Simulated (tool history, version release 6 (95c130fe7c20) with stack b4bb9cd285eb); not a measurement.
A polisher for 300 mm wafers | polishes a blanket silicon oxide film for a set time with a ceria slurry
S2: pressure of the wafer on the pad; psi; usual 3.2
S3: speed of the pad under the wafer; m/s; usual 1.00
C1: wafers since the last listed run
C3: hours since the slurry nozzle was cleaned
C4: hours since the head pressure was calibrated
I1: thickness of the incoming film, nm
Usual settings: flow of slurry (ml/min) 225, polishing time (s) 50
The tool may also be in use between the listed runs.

{"run": 1, "hour": 0.0, "flow of slurry (ml/min)": 160, "S2": 4.0, "S3": 1.0, "polishing time (s)": 50, "C1": 0, "wafers polished on this pad": 228, "C3": 184.8, "C4": 332.5, "I1": 1890.5, "film removed (nm)": 323.6}
{"run": 2, "hour": 11.2, "flow of slurry (ml/min)": 160, "S2": 4.0, "S3": 1.0, "polishing time (s)": 50, "C1": 63, "wafers polished on this pad": 291, "C3": 196.0, "C4": 343.7, "I1": 1868.3, "film removed (nm)": 323.6}
{"run": 3, "hour": 18.3, "flow of slurry (ml/min)": 225, "S2": 3.2, "S3": 1.0, "polishing time (s)": 50, "C1": 40, "wafers polished on this pad": 331, "C3": 203.1, "C4": 350.8, "I1": 1859.1, "film removed (nm)": 265.7}
{"run": 4, "hour": 31.0, "flow of slurry (ml/min)": 225, "S2": 3.2, "S3": 1.0, "polishing time (s)": 50, "C1": 71, "wafers polished on this pad": 402, "C3": 215.8, "C4": 363.5, "I1": 1879.7, "film removed (nm)": 271.0}
{"run": 5, "hour": 48.9, "flow of slurry (ml/min)": 225, "S2": 3.2, "S3": 1.0, "polishing time (s)": 50, "C1": 100, "wafers polished on this pad": 503, "C3": 233.7, "C4": 381.4, "I1": 1884.0, "film removed (nm)": 265.8}
{"run": 6, "hour": 57.0, "flow of slurry (ml/min)": 265, "S2": 3.2, "S3": 1.0, "polishing time (s)": 50, "C1": 45, "wafers polished on this pad": 549, "C3": 241.8, "C4": 389.5, "I1": 1882.3, "film removed (nm)": 269.5}
{"run": 7, "hour": 74.5, "flow of slurry (ml/min)": 265, "S2": 3.2, "S3": 1.0, "polishing time (s)": 50, "C1": 98, "wafers polished on this pad": 648, "C3": 259.3, "C4": 407.0, "I1": 1912.1, "film removed (nm)": 269.6}
{"run": 8, "hour": 85.0, "flow of slurry (ml/min)": 225, "S2": 3.2, "S3": 1.0, "polishing time (s)": 50, "C1": 59, "wafers polished on this pad": 707, "C3": 269.8, "C4": 417.5, "I1": 1910.7, "film removed (nm)": 265.2}
{"run": 9, "hour": 100.6, "flow of slurry (ml/min)": 175, "S2": 3.2, "S3": 1.0, "polishing time (s)": 50, "C1": 87, "wafers polished on this pad": 795, "C3": 285.4, "C4": 433.1, "I1": 1910.0, "film removed (nm)": 257.3}
{"run": 10, "hour": 113.4, "flow of slurry (ml/min)": 175, "S2": 3.2, "S3": 1.0, "polishing time (s)": 50, "C1": 72, "wafers polished on this pad": 867, "C3": 298.2, "C4": 445.9, "I1": 1858.5, "film removed (nm)": 258.2}
{"hour": 124.6, "done": "worn pad replaced by a new one"}
{"run": 11, "hour": 125.1, "flow of slurry (ml/min)": 175, "S2": 3.2, "S3": 1.0, "polishing time (s)": 50, "C1": 43, "wafers polished on this pad": 2, "C3": 309.9, "C4": 457.6, "I1": 1862.5, "film removed (nm)": 262.8}
{"run": 12, "hour": 132.6, "flow of slurry (ml/min)": 225, "S2": 3.2, "S3": 1.0, "polishing time (s)": 50, "C1": 42, "wafers polished on this pad": 45, "C3": 317.4, "C4": 465.1, "I1": 1904.4, "film removed (nm)": 271.6}
{"run": 13, "hour": 138.7, "flow of slurry (ml/min)": 225, "S2": 3.2, "S3": 1.0, "polishing time (s)": 50, "C1": 34, "wafers polished on this pad": 79, "C3": 323.5, "C4": 471.2, "I1": 1869.6, "film removed (nm)": 271.9}
{"hour": 168.6, "done": "head pressure recalibrated"}
{"run": 14, "hour": 179.0, "flow of slurry (ml/min)": 225, "S2": 3.2, "S3": 1.0, "polishing time (s)": 50, "C1": 216, "wafers polished on this pad": 295, "C3": 363.8, "C4": 10.4, "I1": 1883.5, "film removed (nm)": 269.5}
{"run": 15, "hour": 186.3, "flow of slurry (ml/min)": 225, "S2": 3.2, "S3": 1.0, "polishing time (s)": 50, "C1": 41, "wafers polished on this pad": 336, "C3": 371.1, "C4": 17.7, "I1": 1869.8, "film removed (nm)": 267.2}
{"run": 16, "hour": 194.8, "flow of slurry (ml/min)": 225, "S2": 2.9, "S3": 0.72, "polishing time (s)": 50, "C1": 47, "wafers polished on this pad": 384, "C3": 379.6, "C4": 26.2, "I1": 1905.0, "film removed (nm)": 199.0}
{"run": 17, "hour": 201.5, "flow of slurry (ml/min)": 160, "S2": 3.5, "S3": 0.76, "polishing time (s)": 34, "C1": 37, "wafers polished on this pad": 422, "C3": 386.3, "C4": 32.9, "I1": 1884.3, "film removed (nm)": 163.5}
{"run": 18, "hour": 216.1, "flow of slurry (ml/min)": 225, "S2": 3.6, "S3": 1.1, "polishing time (s)": 50, "C1": 82, "wafers polished on this pad": 504, "C3": 400.9, "C4": 47.5, "I1": 1873.4, "film removed (nm)": 318.2}
{"hour": 219.0, "done": "slurry nozzle cleaned"}
{"run": 19, "hour": 224.9, "flow of slurry (ml/min)": 225, "S2": 3.2, "S3": 0.86, "polishing time (s)": 50, "C1": 43, "wafers polished on this pad": 548, "C3": 5.9, "C4": 56.3, "I1": 1864.1, "film removed (nm)": 238.9}
{"run": 20, "hour": 234.6, "flow of slurry (ml/min)": 225, "S2": 3.2, "S3": 1.0, "polishing time (s)": 50, "C1": 54, "wafers polished on this pad": 603, "C3": 15.6, "C4": 66.0, "I1": 1915.6, "film removed (nm)": 264.5}
{"run": 21, "hour": 244.2, "flow of slurry (ml/min)": 250, "S2": 3.2, "S3": 1.0, "polishing time (s)": 45, "C1": 54, "wafers polished on this pad": 657, "C3": 25.2, "C4": 75.6, "I1": 1867.6, "film removed (nm)": 242.2}
{"run": 22, "hour": 252.8, "flow of slurry (ml/min)": 225, "S2": 3.2, "S3": 1.0, "polishing time (s)": 50, "C1": 48, "wafers polished on this pad": 706, "C3": 33.8, "C4": 84.2, "I1": 1859.9, "film removed (nm)": 263.0}
{"run": 23, "hour": 269.1, "flow of slurry (ml/min)": 260, "S2": 4.1, "S3": 1.0, "polishing time (s)": 50, "C1": 91, "wafers polished on this pad": 798, "C3": 50.1, "C4": 100.5, "I1": 1894.9, "film removed (nm)": 342.0}
{"run": 24, "hour": 279.9, "flow of slurry (ml/min)": 225, "S2": 2.2, "S3": 1.0, "polishing time (s)": 43, "C1": 60, "wafers polished on this pad": 859, "C3": 60.9, "C4": 111.3, "I1": 1881.8, "film removed (nm)": 155.2}
{"run": 25, "hour": 296.5, "flow of slurry (ml/min)": 225, "S2": 3.2, "S3": 1.0, "polishing time (s)": 50, "C1": 93, "wafers polished on this pad": 952, "C3": 77.5, "C4": 127.9, "I1": 1895.5, "film removed (nm)": 263.9}
{"run": 26, "hour": 303.5, "flow of slurry (ml/min)": 185, "S2": 2.4, "S3": 1.24, "polishing time (s)": 33, "C1": 39, "wafers polished on this pad": 992, "C3": 84.5, "C4": 134.9, "I1": 1843.7, "film removed (nm)": 145.6}
{"hour": 316.4, "done": "worn pad replaced by a new one, of another model than before"}
{"run": 27, "hour": 316.9, "flow of slurry (ml/min)": 300, "S2": 3.2, "S3": 1.0, "polishing time (s)": 50, "C1": 53, "wafers polished on this pad": 2, "C3": 97.9, "C4": 148.3, "I1": 1901.4, "film removed (nm)": 275.4}
{"run": 28, "hour": 329.8, "flow of slurry (ml/min)": 225, "S2": 3.2, "S3": 1.0, "polishing time (s)": 50, "C1": 72, "wafers polished on this pad": 75, "C3": 110.8, "C4": 161.2, "I1": 1885.3, "film removed (nm)": 274.5}
{"run": 29, "hour": 347.4, "flow of slurry (ml/min)": 225, "S2": 3.2, "S3": 1.2, "polishing time (s)": 35, "C1": 99, "wafers polished on this pad": 174, "C3": 128.4, "C4": 178.8, "I1": 1878.8, "film removed (nm)": 203.5}
{"run": 30, "hour": 365.1, "flow of slurry (ml/min)": 225, "S2": 3.2, "S3": 1.0, "polishing time (s)": 50, "C1": 99, "wafers polished on this pad": 274, "C3": 146.1, "C4": 196.5, "I1": 1914.0, "film removed (nm)": 266.1}
{"run": 31, "hour": 382.1, "flow of slurry (ml/min)": 225, "S2": 2.6, "S3": 0.82, "polishing time (s)": 66, "C1": 95, "wafers polished on this pad": 370, "C3": 163.1, "C4": 213.5, "I1": 1886.7, "film removed (nm)": 295.3}
{"run": 32, "hour": 391.0, "flow of slurry (ml/min)": 225, "S2": 2.2, "S3": 1.0, "polishing time (s)": 50, "C1": 50, "wafers polished on this pad": 420, "C3": 172.0, "C4": 222.4, "I1": 1847.5, "film removed (nm)": 219.4}
{"run": 33, "hour": 403.5, "flow of slurry (ml/min)": 225, "S2": 3.2, "S3": 1.26, "polishing time (s)": 59, "C1": 70, "wafers polished on this pad": 491, "C3": 184.5, "C4": 234.9, "I1": 1879.1, "film removed (nm)": 344.3}
{"run": 34, "hour": 416.5, "flow of slurry (ml/min)": 165, "S2": 3.2, "S3": 1.0, "polishing time (s)": 50, "C1": 73, "wafers polished on this pad": 564, "C3": 197.5, "C4": 247.9, "I1": 1870.7, "film removed (nm)": 261.7}
{"run": 35, "hour": 428.2, "flow of slurry (ml/min)": 225, "S2": 3.2, "S3": 0.72, "polishing time (s)": 42, "C1": 65, "wafers polished on this pad": 630, "C3": 209.2, "C4": 259.6, "I1": 1854.9, "film removed (nm)": 201.1}
{"run": 36, "hour": 439.3, "flow of slurry (ml/min)": 160, "S2": 4.0, "S3": 1.0, "polishing time (s)": 50, "C1": 62, "wafers polished on this pad": 692, "C3": 220.3, "C4": 270.7, "I1": 1853.2, "film removed (nm)": 298.0}

How the hidden state differs across the entries between the runs, from the last listed run before each to the first after it:
Between runs 10 and 11: worn pad replaced by a new one (hour 124.6)
  removal rate lost through wear of the pad, %: 3.09 -> 0.47
  measured less the result without the state, film removed (nm): -8.2 -> -1.2
Between runs 13 and 14: head pressure recalibrated (hour 168.6)
  removal rate lost through wear of the pad, %: 0.728 -> 1.49
  measured less the result without the state, film removed (nm): -2.0 -> -4.1
Between runs 18 and 19: slurry nozzle cleaned (hour 219.0)
  removal rate lost through wear of the pad, %: 2.19 -> 2.36
  measured less the result without the state, film removed (nm): -7.1 -> -5.8
Between runs 26 and 27: worn pad replaced by a new one, of another model than before (hour 316.4)
  removal rate lost through wear of the pad, %: 3.85 -> 0.262
  measured less the result without the state, film removed (nm): -5.9 -> -0.7
